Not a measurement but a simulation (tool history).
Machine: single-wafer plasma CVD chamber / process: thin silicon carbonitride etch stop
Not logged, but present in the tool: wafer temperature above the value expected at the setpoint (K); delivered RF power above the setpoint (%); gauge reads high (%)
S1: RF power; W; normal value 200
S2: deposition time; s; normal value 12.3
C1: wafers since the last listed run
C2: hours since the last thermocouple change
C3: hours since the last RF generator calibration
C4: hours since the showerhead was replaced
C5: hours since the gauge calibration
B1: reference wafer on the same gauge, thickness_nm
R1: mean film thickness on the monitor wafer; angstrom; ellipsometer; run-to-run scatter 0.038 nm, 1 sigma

| run | hour | S1 | S2 | C1 | C2 | C3 | C4 | C5 | B1 | R1 |
|---|---|---|---|---|---|---|---|---|---|---|
| 1 | 0 | 200 | 12.3 | 0 | 858.3 | 418.8 | 1477.7 | 1955.9 | 5.876 | 67.27 |
| 2 | 39.9 | 200 | 12.3 | 1573 | 898.2 | 458.7 | 1517.6 | 1995.8 | 5.873 | 66.93 |
| 3 | 84.4 | 210 | 12.3 | 1754 | 942.7 | 503.2 | 1562.1 | 2040.3 | 5.88 | 67.92 |
| 4 | 189.2 | 210 | 12.3 | 4131 | 1047.5 | 608 | 1666.9 | 2145.1 | 5.88 | 68.13 |
| 5 | 236.2 | 180 | 12.3 | 1852 | 1094.5 | 655 | 1713.9 | 2192.1 | 5.886 | 64.2 |
| 6 | 332.6 | 200 | 12.3 | 3800 | 1190.9 | 751.4 | 1810.3 | 2288.5 | 5.886 | 67.43 |
|  | 380.1 | gauge calibrated |
| 7 | 405.4 | 200 | 12.3 | 2870 | 1263.7 | 824.2 | 1883.1 | 25.3 | 5.885 | 66.89 |
| 8 | 504.7 | 200 | 12.3 | 3914 | 1363 | 923.5 | 1982.4 | 124.6 | 5.886 | 66.82 |
| 9 | 595.9 | 170 | 12.3 | 3595 | 1454.2 | 1014.7 | 2073.6 | 215.8 | 5.879 | 61.17 |
| 10 | 635.9 | 170 | 12.3 | 1576 | 1494.2 | 1054.7 | 2113.6 | 255.8 | 5.875 | 61.88 |
| 11 | 672.6 | 170 | 12.3 | 1446 | 1530.9 | 1091.4 | 2150.3 | 292.5 | 5.882 | 61.89 |
| 12 | 708.9 | 200 | 12.3 | 1431 | 1567.2 | 1127.7 | 2186.6 | 328.8 | 5.875 | 66.22 |
| 13 | 780 | 200 | 12.3 | 2803 | 1638.3 | 1198.8 | 2257.7 | 399.9 | 5.887 | 66.08 |
|  | 821.3 | RF generator calibrated |
| 14 | 850.6 | 200 | 12.3 | 2467 | 1708.9 | 29.3 | 2328.3 | 470.5 | 5.878 | 68.02 |
| 15 | 931.7 | 190 | 12.3 | 3197 | 1790 | 110.4 | 2409.4 | 551.6 | 5.871 | 66.15 |
|  | 981.6 | thermocouple changed; heater temperature recalibrated |
| 16 | 995.1 | 200 | 11.2 | 2184 | 13.5 | 173.8 | 2472.8 | 615 | 5.892 | 61.02 |
| 17 | 1068.3 | 175 | 14.7 | 2885 | 86.7 | 247 | 2546 | 688.2 | 5.882 | 75.87 |
| 18 | 1118.8 | 210 | 13 | 1990 | 137.2 | 297.5 | 2596.5 | 738.7 | 5.874 | 72.39 |
| 19 | 1224.2 | 200 | 12.3 | 4155 | 242.6 | 402.9 | 2701.9 | 844.1 | 5.877 | 67.1 |
| 20 | 1314.2 | 210 | 14.1 | 3548 | 332.6 | 492.9 | 2791.9 | 934.1 | 5.876 | 78.85 |
| 21 | 1391.5 | 200 | 13 | 3047 | 409.9 | 570.2 | 2869.2 | 1011.4 | 5.886 | 71.49 |
| 22 | 1439.5 | 225 | 10 | 1892 | 457.9 | 618.2 | 2917.2 | 1059.4 | 5.889 | 57.59 |
| 23 | 1535.5 | 230 | 14.4 | 3784 | 553.9 | 714.2 | 3013.2 | 1155.4 | 5.876 | 82.19 |
| 24 | 1601 | 200 | 12.3 | 2582 | 619.4 | 779.7 | 3078.7 | 1220.9 | 5.874 | 66.83 |
|  | 1656.3 | showerhead replaced |
| 25 | 1656.8 | 180 | 13.8 | 1884 | 675.2 | 835.5 | 0.5 | 1276.7 | 5.886 | 71.47 |
| 26 | 1715 | 200 | 14.2 | 2294 | 733.4 | 893.7 | 58.7 | 1334.9 | 5.881 | 77.1 |
| 27 | 1768.8 | 170 | 13.5 | 2121 | 787.2 | 947.5 | 112.5 | 1388.7 | 5.884 | 67.8 |
| 28 | 1828.5 | 190 | 10.1 | 2353 | 846.9 | 1007.2 | 172.2 | 1448.4 | 5.882 | 53.25 |
| 29 | 1876.7 | 200 | 12.3 | 1900 | 895.1 | 1055.4 | 220.4 | 1496.6 | 5.878 | 66.02 |
| 30 | 1967.7 | 200 | 12.3 | 3587 | 986.1 | 1146.4 | 311.4 | 1587.6 | 5.884 | 66.08 |
| 31 | 2112.5 | 200 | 12.3 | 5708 | 1130.9 | 1291.2 | 456.2 | 1732.4 | 5.891 | 65.24 |
| 32 | 2161.5 | 180 | 10.8 | 1931 | 1179.9 | 1340.2 | 505.2 | 1781.4 | 5.876 | 54.99 |
| 33 | 2213.9 | 230 | 10.4 | 2065 | 1232.3 | 1392.6 | 557.6 | 1833.8 | 5.877 | 58.18 |
|  | 2234 | RF generator calibrated |
| 34 | 2300.5 | 200 | 12.3 | 3098 | 1318.9 | 66.5 | 644.2 | 1920.4 | 5.881 | 67.41 |
| 35 | 2429.8 | 175 | 11.2 | 5097 | 1448.2 | 195.8 | 773.5 | 2049.7 | 5.883 | 57.83 |
| 36 | 2526.2 | 190 | 10.7 | 3800 | 1544.6 | 292.2 | 869.9 | 2146.1 | 5.882 | 57.2 |

What if the next run were any one of these 3? Each begins from the tool's condition after run 36:
| A | 2526.6 | 215 | 12.3 | 15 | 1545 | 292.6 | 870.3 | 2146.5 | ? | ? |
| B | 2526.6 | 230 | 13.2 | 15 | 1545 | 292.6 | 870.3 | 2146.5 | ? | ? |
| C | 2526.6 | 200 | 13.9 | 15 | 1545 | 292.6 | 870.3 | 2146.5 | ? | ? |

| run | B1 | R1 |
|---|---|---|
| A | 5.881 | 68.47 |
| B | 5.881 | 75.5 |
| C | 5.881 | 75.11 |
Take away the tool's hidden state, keep each run's random variation, and the runs would have read:
| run | R1 |
|---|---|
| A | 68.62 |
| B | 75.66 |
| C | 75.28 |
